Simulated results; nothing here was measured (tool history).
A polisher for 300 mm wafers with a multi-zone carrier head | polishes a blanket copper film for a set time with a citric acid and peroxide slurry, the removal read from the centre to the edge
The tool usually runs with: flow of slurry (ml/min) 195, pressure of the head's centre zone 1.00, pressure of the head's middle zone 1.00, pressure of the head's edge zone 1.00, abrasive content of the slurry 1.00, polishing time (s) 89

| run | hour | flow of slurry (ml/min) | pressure of the head's centre zone | pressure of the head's middle zone | pressure of the head's edge zone | abrasive content of the slurry | polishing time (s) | incoming thickness of the incoming film, nm | film removed at the wafer's centre (Å) | film removed at mid-radius (Å) | film removed at the wafer's edge (Å) |
|---|---|---|---|---|---|---|---|---|---|---|---|
| 1 | 0.0 | 195 | 1.00 | 1.06 | 1.00 | 1.00 | 89 | 813.0 | 1603 | 1659 | 1608 |
| 2 | 41.2 | 195 | 1.00 | 1.00 | 1.00 | 1.00 | 89 | 806.1 | 1556 | 1558 | 1592 |
| 3 | 119.0 | 195 | 1.00 | 1.00 | 1.00 | 0.90 | 89 | 811.0 | 1508 | 1496 | 1506 |
|  | 170.1 | edge zone pressure recalibrated |
| 4 | 213.2 | 195 | 1.00 | 1.00 | 1.00 | 0.90 | 89 | 811.4 | 1480 | 1477 | 1475 |
|  | 223.1 | worn pad replaced by a new one, repeated, since the last time left the tool worse |
|  | 224.3 | carrier head's membrane replaced by a new one |
| 5 | 318.7 | 165 | 1.00 | 0.89 | 1.11 | 1.00 | 89 | 810.3 | 1692 | 1576 | 1820 |
| 6 | 359.7 | 195 | 1.00 | 1.05 | 0.94 | 1.00 | 89 | 807.5 | 1720 | 1813 | 1707 |
|  | 481.3 | slurry nozzle cleaned |
| 7 | 527.7 | 195 | 1.11 | 1.00 | 1.00 | 1.00 | 110 | 802.9 | 2242 | 2132 | 2154 |
|  | 551.5 | edge zone pressure recalibrated |
| 8 | 570.1 | 140 | 1.00 | 0.91 | 1.12 | 1.25 | 89 | 820.2 | 1720 | 1603 | 1843 |
|  | 604.0 | worn pad replaced by a new one |
| 9 | 632.0 | 195 | 1.00 | 1.00 | 1.00 | 1.00 | 111 | 807.7 | 2214 | 2170 | 2262 |
| 10 | 716.7 | 195 | 1.00 | 1.00 | 1.00 | 1.00 | 89 | 805.9 | 1744 | 1766 | 1778 |
| 11 | 807.7 | 195 | 1.00 | 1.00 | 1.00 | 1.00 | 76 | 812.2 | 1525 | 1474 | 1517 |
| 12 | 886.6 | 195 | 1.00 | 1.00 | 1.00 | 1.00 | 89 | 810.5 | 1759 | 1730 | 1747 |
|  | 908.1 | slurry nozzle cleaned |
| 13 | 928.0 | 195 | 1.00 | 1.00 | 1.00 | 1.00 | 89 | 818.0 | 1681 | 1717 | 1725 |
|  | 964.1 | edge zone pressure recalibrated |
|  | 985.1 | worn pad replaced by a new one |
| 14 | 1003.2 | 255 | 0.92 | 1.00 | 1.00 | 1.00 | 89 | 823.0 | 1661 | 1815 | 1841 |
| 15 | 1103.6 | 245 | 1.00 | 1.00 | 1.07 | 1.00 | 89 | 810.5 | 1791 | 1758 | 1882 |
|  | 1174.8 | centre zone pressure recalibrated |
| 16 | 1205.8 | 195 | 0.90 | 1.00 | 1.00 | 1.00 | 89 | 800.9 | 1593 | 1711 | 1757 |
| 17 | 1264.8 | 260 | 1.00 | 0.96 | 1.00 | 1.00 | 79 | 805.9 | 1606 | 1476 | 1572 |
| 18 | 1350.3 | 195 | 1.00 | 1.06 | 1.00 | 1.00 | 89 | 815.8 | 1669 | 1737 | 1718 |
|  | 1364.4 | slurry nozzle cleaned |
|  | 1433.1 | edge zone pressure recalibrated |
|  | 1436.3 | worn pad replaced by a new one |
| 19 | 1455.3 | 195 | 1.00 | 1.00 | 0.91 | 1.00 | 98 | 809.8 | 1968 | 1952 | 1897 |

Run 20 comes next. What will it give?
| 20 | 1509.1 | 195 | 1.00 | 1.00 | 1.11 | 1.00 | 89 | 797.6 | ? | ? | ? |

Run 20 gave film removed at the wafer's centre (Å) 1782, film removed at mid-radius (Å) 1755, film removed at the wafer's edge (Å) 1886.
On a tool with no hidden condition, and with the same random variation, this run would have come out at film removed at the wafer's centre (Å) 1788, film removed at mid-radius (Å) 1760, film removed at the wafer's edge (Å) 1892.
